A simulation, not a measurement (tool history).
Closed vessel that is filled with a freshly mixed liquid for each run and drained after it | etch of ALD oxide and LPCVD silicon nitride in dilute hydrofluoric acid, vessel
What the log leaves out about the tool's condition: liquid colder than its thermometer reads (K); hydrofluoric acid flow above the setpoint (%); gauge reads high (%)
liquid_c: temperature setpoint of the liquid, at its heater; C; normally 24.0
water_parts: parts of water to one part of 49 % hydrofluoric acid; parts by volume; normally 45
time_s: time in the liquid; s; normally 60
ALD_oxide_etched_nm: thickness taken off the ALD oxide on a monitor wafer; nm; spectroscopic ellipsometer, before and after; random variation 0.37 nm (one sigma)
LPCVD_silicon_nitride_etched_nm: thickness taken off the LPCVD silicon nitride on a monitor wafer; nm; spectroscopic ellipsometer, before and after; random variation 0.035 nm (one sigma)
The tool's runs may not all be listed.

run	hour	liquid_c	water_parts	time_s	wafers since the last listed run	hours since the thermometer was replaced	hours since the hydrofluoric acid flow meter was replaced	hours since the gauge calibration	read-back film thickness of the ALD oxide reference wafer, read on the same gauge (nm)	read-back film thickness of the LPCVD silicon nitride reference wafer, read on the same gauge (nm)	ALD_oxide_etched_nm	LPCVD_silicon_nitride_etched_nm
1	0.0	24.0	45	60	0	2814.7	1063.2	138.7	29.97	29.971	50.78	0.644
2	24.2	24.0	45	60	3354	2838.9	1087.4	162.9	30.00	30.034	50.25	0.635
3	36.7	24.0	45	60	1732	2851.4	1099.9	175.4	30.01	29.976	49.39	0.720
4	74.6	24.0	45	60	5252	2889.3	1137.8	213.3	29.95	29.948	49.57	0.649
5	93.7	24.0	45	60	2647	2908.4	1156.9	232.4	30.01	30.010	50.14	0.681
6	119.8	24.0	45	60	3617	2934.5	1183.0	258.5	30.01	30.006	50.94	0.710
7	147.7	20.5	60	60	3866	2962.4	1210.9	286.4	29.97	30.025	32.24	0.381
8	174.4	24.0	45	80	3700	2989.1	1237.6	313.1	29.97	29.971	66.79	0.845
9	205.7	24.0	45	80	4338	3020.4	1268.9	344.4	29.98	30.014	68.31	0.903
# hour 212.8: gauge calibrated
10	218.0	24.0	45	80	1704	3032.7	1281.2	5.2	30.01	29.979	68.88	0.955
11	252.2	24.0	45	30	4740	3066.9	1315.4	39.4	29.97	30.001	25.97	0.373
# hour 270.6: thermometer replaced
# hour 274.2: hydrofluoric acid flow meter replaced
12	274.7	24.0	45	30	2841	4.1	0.5	61.9	30.02	29.974	22.78	0.322
13	303.3	24.0	45	60	3963	32.7	29.1	90.5	29.98	29.984	45.19	0.588
14	327.7	24.0	45	60	3381	57.1	53.5	114.9	29.98	29.987	46.07	0.672
15	340.3	24.0	45	60	1746	69.7	66.1	127.5	30.06	29.982	46.00	0.600
16	373.1	24.0	45	60	4546	102.5	98.9	160.3	29.95	30.011	45.45	0.657
17	393.0	24.0	60	60	2758	122.4	118.8	180.2	30.01	29.986	33.60	0.481
18	422.1	29.0	30	60	4033	151.5	147.9	209.3	29.98	30.054	85.84	1.257
19	442.7	24.0	45	60	2855	172.1	168.5	229.9	30.02	30.024	45.70	0.664
20	457.5	29.0	40	35	2051	186.9	183.3	244.7	29.97	30.015	37.50	0.537
21	487.1	24.0	35	50	4102	216.5	212.9	274.3	30.00	30.005	50.83	0.707
22	506.4	20.5	45	50	2674	235.8	232.2	293.6	30.03	30.000	33.94	0.441
# hour 547.5: gauge calibrated
23	574.6	24.0	55	60	9452	304.0	300.4	27.1	30.04	30.021	37.20	0.528
24	594.5	24.0	45	60	2758	323.9	320.3	47.0	30.00	29.999	46.86	0.608
25	613.3	26.5	60	95	2605	342.7	339.1	65.8	30.04	30.011	61.14	0.930
26	638.3	22.0	65	75	3465	367.7	364.1	90.8	30.02	30.010	35.67	0.468
27	651.3	20.5	45	80	1801	380.7	377.1	103.8	30.04	30.010	53.69	0.669

Below, some changes in ALD_oxide_etched_nm between adjacent runs. For each, the amount present without the hidden state too (settings, incoming material, random variation) and the amount remaining for the hidden state with gauge scatter not shared by both compared results:
Run 7 -> 8: liquid_c 20.5 -> 24.0, water_parts 60 -> 45, time_s 60 -> 80. ALD_oxide_etched_nm +34.55 nm: hidden state +3.63, all else +30.92.
Run 10 -> 11: time_s 80 -> 30. ALD_oxide_etched_nm -42.91 nm: hidden state -4.54, all else -38.37.
Run 17 -> 18: liquid_c 24.0 -> 29.0, water_parts 60 -> 30. ALD_oxide_etched_nm +52.24 nm: hidden state +0.67, all else +51.57.
